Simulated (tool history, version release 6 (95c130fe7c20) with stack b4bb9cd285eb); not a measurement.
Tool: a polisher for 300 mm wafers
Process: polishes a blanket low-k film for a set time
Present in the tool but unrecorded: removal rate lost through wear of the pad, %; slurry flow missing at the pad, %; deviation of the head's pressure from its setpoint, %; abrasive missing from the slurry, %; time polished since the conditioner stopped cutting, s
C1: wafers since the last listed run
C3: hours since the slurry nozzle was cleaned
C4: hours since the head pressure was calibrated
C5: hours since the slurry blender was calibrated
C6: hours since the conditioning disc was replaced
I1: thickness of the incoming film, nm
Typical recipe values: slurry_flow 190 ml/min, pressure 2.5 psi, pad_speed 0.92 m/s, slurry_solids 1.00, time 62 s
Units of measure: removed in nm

run 1 hour=0.0 | slurry_flow=190 pressure=2.9 pad_speed=0.92 slurry_solids=1.00 time=74 | C1=0 wafers_polished_on_this_pad=788 C3=130.6 C4=206.3 C5=188.5 C6=22.3 | I1=439.2 | removed=49.9
run 2 hour=19.6 | slurry_flow=190 pressure=2.5 pad_speed=0.92 slurry_solids=1.00 time=62 | C1=233 wafers_polished_on_this_pad=1021 C3=150.2 C4=225.9 C5=208.1 C6=41.9 | I1=437.2 | removed=35.0
run 3 hour=47.4 | slurry_flow=190 pressure=2.5 pad_speed=0.92 slurry_solids=1.00 time=62 | C1=330 wafers_polished_on_this_pad=1352 C3=178.0 C4=253.7 C5=235.9 C6=69.7 | I1=438.5 | removed=34.9
run 4 hour=65.7 | slurry_flow=190 pressure=2.5 pad_speed=0.92 slurry_solids=1.00 time=62 | C1=217 wafers_polished_on_this_pad=1569 C3=196.3 C4=272.0 C5=254.2 C6=88.0 | I1=441.9 | removed=34.9
-- hour=79.5 worn pad replaced by a new one
run 5 hour=81.4 | slurry_flow=190 pressure=2.5 pad_speed=0.92 slurry_solids=1.20 time=62 | C1=139 wafers_polished_on_this_pad=22 C3=212.0 C4=287.7 C5=269.9 C6=103.7 | I1=436.1 | removed=38.6
-- hour=95.2 slurry blender recalibrated
run 6 hour=96.8 | slurry_flow=190 pressure=2.9 pad_speed=0.92 slurry_solids=1.00 time=62 | C1=159 wafers_polished_on_this_pad=182 C3=227.4 C4=303.1 C5=1.6 C6=119.1 | I1=439.2 | removed=40.8
run 7 hour=109.7 | slurry_flow=190 pressure=2.5 pad_speed=0.92 slurry_solids=1.00 time=62 | C1=153 wafers_polished_on_this_pad=335 C3=240.3 C4=316.0 C5=14.5 C6=132.0 | I1=441.6 | removed=35.2
run 8 hour=140.9 | slurry_flow=190 pressure=2.5 pad_speed=0.92 slurry_solids=1.00 time=62 | C1=371 wafers_polished_on_this_pad=706 C3=271.5 C4=347.2 C5=45.7 C6=163.2 | I1=443.1 | removed=34.9
run 9 hour=164.5 | slurry_flow=190 pressure=2.5 pad_speed=0.92 slurry_solids=1.00 time=62 | C1=280 wafers_polished_on_this_pad=987 C3=295.1 C4=370.8 C5=69.3 C6=186.8 | I1=433.8 | removed=35.4
run 10 hour=197.0 | slurry_flow=190 pressure=2.3 pad_speed=0.92 slurry_solids=1.00 time=62 | C1=386 wafers_polished_on_this_pad=1373 C3=327.6 C4=403.3 C5=101.8 C6=219.3 | I1=438.9 | removed=30.7
-- hour=224.8 worn pad replaced by a new one
run 11 hour=229.0 | slurry_flow=190 pressure=2.3 pad_speed=0.92 slurry_solids=1.00 time=62 | C1=333 wafers_polished_on_this_pad=50 C3=359.6 C4=435.3 C5=133.8 C6=251.3 | I1=439.1 | removed=31.4
run 12 hour=260.5 | slurry_flow=190 pressure=2.5 pad_speed=0.92 slurry_solids=1.00 time=62 | C1=374 wafers_polished_on_this_pad=424 C3=391.1 C4=466.8 C5=165.3 C6=282.8 | I1=446.1 | removed=32.8
run 13 hour=276.5 | slurry_flow=190 pressure=2.5 pad_speed=0.92 slurry_solids=1.00 time=62 | C1=190 wafers_polished_on_this_pad=615 C3=407.1 C4=482.8 C5=181.3 C6=298.8 | I1=434.1 | removed=33.0
run 14 hour=306.0 | slurry_flow=210 pressure=2.5 pad_speed=0.92 slurry_solids=1.00 time=62 | C1=350 wafers_polished_on_this_pad=965 C3=436.6 C4=512.3 C5=210.8 C6=328.3 | I1=438.2 | removed=34.1
-- hour=362.5 slurry nozzle cleaned
run 15 hour=388.7 | slurry_flow=135 pressure=3.1 pad_speed=0.92 slurry_solids=1.00 time=81 | C1=971 wafers_polished_on_this_pad=1937 C3=26.2 C4=595.0 C5=293.5 C6=411.0 | I1=442.2 | removed=48.3
-- hour=393.0 worn pad replaced by a new one
run 16 hour=424.0 | slurry_flow=190 pressure=2.5 pad_speed=0.92 slurry_solids=1.00 time=62 | C1=372 wafers_polished_on_this_pad=368 C3=61.5 C4=630.3 C5=328.8 C6=446.3 | I1=438.0 | removed=30.9
run 17 hour=437.5 | slurry_flow=190 pressure=2.5 pad_speed=0.92 slurry_solids=1.00 time=62 | C1=160 wafers_polished_on_this_pad=529 C3=75.0 C4=643.8 C5=342.3 C6=459.8 | I1=447.3 | removed=30.7
-- hour=458.7 slurry blender recalibrated
run 18 hour=467.4 | slurry_flow=190 pressure=2.5 pad_speed=0.92 slurry_solids=1.00 time=62 | C1=331 wafers_polished_on_this_pad=861 C3=104.9 C4=673.7 C5=8.7 C6=489.7 | I1=443.7 | removed=30.0
run 19 hour=485.3 | slurry_flow=225 pressure=2.5 pad_speed=0.92 slurry_solids=1.00 time=62 | C1=212 wafers_polished_on_this_pad=1074 C3=122.8 C4=691.6 C5=26.6 C6=507.6 | I1=441.7 | removed=30.8
-- hour=499.2 conditioning disc replaced and pad reconditioned
run 20 hour=518.8 | slurry_flow=190 pressure=2.5 pad_speed=0.92 slurry_solids=1.00 time=62 | C1=374 wafers_polished_on_this_pad=1448 C3=156.3 C4=725.1 C5=60.1 C6=19.6 | I1=449.0 | removed=27.0
-- hour=552.1 worn pad replaced by a new one
-- hour=574.4 head pressure recalibrated
run 21 hour=621.4 | slurry_flow=250 pressure=2.0 pad_speed=0.92 slurry_solids=1.15 time=82 | C1=1148 wafers_polished_on_this_pad=800 C3=258.9 C4=47.0 C5=162.7 C6=122.2 | I1=446.2 | removed=32.3
-- hour=628.6 conditioning disc replaced and pad reconditioned, repeated, since the last time left the tool worse
run 22 hour=654.7 | slurry_flow=190 pressure=2.5 pad_speed=0.92 slurry_solids=1.00 time=62 | C1=372 wafers_polished_on_this_pad=1173 C3=292.2 C4=80.3 C5=196.0 C6=26.1 | I1=443.9 | removed=34.3
run 23 hour=669.6 | slurry_flow=190 pressure=3.0 pad_speed=0.92 slurry_solids=1.00 time=62 | C1=177 wafers_polished_on_this_pad=1350 C3=307.1 C4=95.2 C5=210.9 C6=41.0 | I1=441.4 | removed=42.3
run 24 hour=702.7 | slurry_flow=140 pressure=2.5 pad_speed=0.92 slurry_solids=1.00 time=62 | C1=393 wafers_polished_on_this_pad=1744 C3=340.2 C4=128.3 C5=244.0 C6=74.1 | I1=443.7 | removed=33.3
-- hour=716.7 worn pad replaced by a new one
run 25 hour=725.5 | slurry_flow=190 pressure=2.5 pad_speed=1.22 slurry_solids=0.90 time=72 | C1=223 wafers_polished_on_this_pad=104 C3=363.0 C4=151.1 C5=266.8 C6=96.9 | I1=447.2 | removed=42.9
run 26 hour=737.6 | slurry_flow=190 pressure=2.5 pad_speed=0.92 slurry_solids=0.90 time=62 | C1=143 wafers_polished_on_this_pad=248 C3=375.1 C4=163.2 C5=278.9 C6=109.0 | I1=441.8 | removed=32.4

Forecast each of these 3 alternatives for the next run:
run A hour=738.0 | slurry_flow=135 pressure=2.5 pad_speed=0.92 slurry_solids=1.00 time=62 | C1=4 wafers_polished_on_this_pad=253 C3=375.5 C4=163.6 C5=279.3 C6=109.4 | I1=439.6 | removed=?
run B hour=738.0 | slurry_flow=190 pressure=3.1 pad_speed=0.92 slurry_solids=1.15 time=77 | C1=4 wafers_polished_on_this_pad=253 C3=375.5 C4=163.6 C5=279.3 C6=109.4 | I1=439.6 | removed=?
run C hour=738.0 | slurry_flow=190 pressure=2.5 pad_speed=1.06 slurry_solids=1.00 time=53 | C1=4 wafers_polished_on_this_pad=253 C3=375.5 C4=163.6 C5=279.3 C6=109.4 | I1=439.6 | removed=?

run=A removed=33.0
run=B removed=55.5
run=C removed=31.4
Without the tool's hidden state the same runs would have given:
run=A removed=34.5
run=B removed=58.5
run=C removed=32.9
